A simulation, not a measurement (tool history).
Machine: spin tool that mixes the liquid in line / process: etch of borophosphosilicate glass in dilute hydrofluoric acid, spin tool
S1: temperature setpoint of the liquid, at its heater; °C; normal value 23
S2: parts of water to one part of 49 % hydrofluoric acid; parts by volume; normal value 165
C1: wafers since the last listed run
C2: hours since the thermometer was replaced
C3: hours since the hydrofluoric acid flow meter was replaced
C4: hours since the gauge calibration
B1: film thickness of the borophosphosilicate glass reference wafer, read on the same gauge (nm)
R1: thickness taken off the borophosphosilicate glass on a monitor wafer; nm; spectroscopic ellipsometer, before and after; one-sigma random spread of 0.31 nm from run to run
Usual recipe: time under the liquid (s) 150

run 1 hour=0 | S1=25 S2=120 time_under_the_liquid_(s)=150 | C1=0 C2=944.3 C3=168.5 C4=114.6 | B1=60 | R1=67.51
run 2 hour=6.2 | S1=25 S2=120 time_under_the_liquid_(s)=150 | C1=48 C2=950.5 C3=174.7 C4=120.8 | B1=60.01 | R1=66.89
run 3 hour=22.2 | S1=25 S2=120 time_under_the_liquid_(s)=150 | C1=125 C2=966.5 C3=190.7 C4=136.8 | B1=59.99 | R1=67.84
run 4 hour=28.6 | S1=23 S2=165 time_under_the_liquid_(s)=150 | C1=50 C2=972.9 C3=197.1 C4=143.2 | B1=60 | R1=43.21
run 5 hour=43.5 | S1=23 S2=165 time_under_the_liquid_(s)=105 | C1=116 C2=987.8 C3=212 C4=158.1 | B1=60.01 | R1=30.63
run 6 hour=54.6 | S1=23 S2=165 time_under_the_liquid_(s)=115 | C1=87 C2=998.9 C3=223.1 C4=169.2 | B1=60 | R1=33.47
run 7 hour=63.8 | S1=23 S2=165 time_under_the_liquid_(s)=115 | C1=72 C2=1008.1 C3=232.3 C4=178.4 | B1=60 | R1=33.14
run 8 hour=77.2 | S1=23 S2=165 time_under_the_liquid_(s)=130 | C1=105 C2=1021.5 C3=245.7 C4=191.8 | B1=60 | R1=38.03
run 9 hour=93.4 | S1=23 S2=165 time_under_the_liquid_(s)=150 | C1=127 C2=1037.7 C3=261.9 C4=208 | B1=60 | R1=43.55
run 10 hour=110.9 | S1=23 S2=105 time_under_the_liquid_(s)=150 | C1=137 C2=1055.2 C3=279.4 C4=225.5 | B1=59.99 | R1=72.82
run 11 hour=128.1 | S1=23 S2=165 time_under_the_liquid_(s)=150 | C1=135 C2=1072.4 C3=296.6 C4=242.7 | B1=60.02 | R1=43.63
run 12 hour=136.9 | S1=23 S2=165 time_under_the_liquid_(s)=150 | C1=69 C2=1081.2 C3=305.4 C4=251.5 | B1=60.01 | R1=44.1
-- hour=142 thermometer replaced
run 13 hour=144.9 | S1=23 S2=165 time_under_the_liquid_(s)=150 | C1=54 C2=2.9 C3=313.4 C4=259.5 | B1=60 | R1=43.64
-- hour=146 gauge calibrated
run 14 hour=151.9 | S1=23 S2=165 time_under_the_liquid_(s)=110 | C1=54 C2=9.9 C3=320.4 C4=5.9 | B1=60.01 | R1=32.56
run 15 hour=158.2 | S1=23 S2=165 time_under_the_liquid_(s)=150 | C1=49 C2=16.2 C3=326.7 C4=12.2 | B1=60.02 | R1=44.16
run 16 hour=168.5 | S1=23 S2=85 time_under_the_liquid_(s)=150 | C1=80 C2=26.5 C3=337 C4=22.5 | B1=59.98 | R1=92.6
run 17 hour=201.9 | S1=23 S2=165 time_under_the_liquid_(s)=230 | C1=262 C2=59.9 C3=370.4 C4=55.9 | B1=60.01 | R1=67.41
run 18 hour=213.2 | S1=25 S2=110 time_under_the_liquid_(s)=100 | C1=88 C2=71.2 C3=381.7 C4=67.2 | B1=60 | R1=50.91
run 19 hour=227.6 | S1=23 S2=125 time_under_the_liquid_(s)=125 | C1=113 C2=85.6 C3=396.1 C4=81.6 | B1=59.99 | R1=50.25
-- hour=238.6 hydrofluoric acid flow meter replaced
run 20 hour=240.2 | S1=23 S2=165 time_under_the_liquid_(s)=150 | C1=91 C2=98.2 C3=1.6 C4=94.2 | B1=60.03 | R1=41.86
run 21 hour=253.8 | S1=23 S2=165 time_under_the_liquid_(s)=130 | C1=106 C2=111.8 C3=15.2 C4=107.8 | B1=60.01 | R1=36.25

Forecast run 22:
run 22 hour=261.1 | S1=23 S2=165 time_under_the_liquid_(s)=150 | C1=57 C2=119.1 C3=22.5 C4=115.1 | B1=? | R1=?

B1: 60.01
R1: 42.06 nm
Were there no unlogged condition in the tool, this run, its random variation unchanged, would have produced R1 41.88 nm.
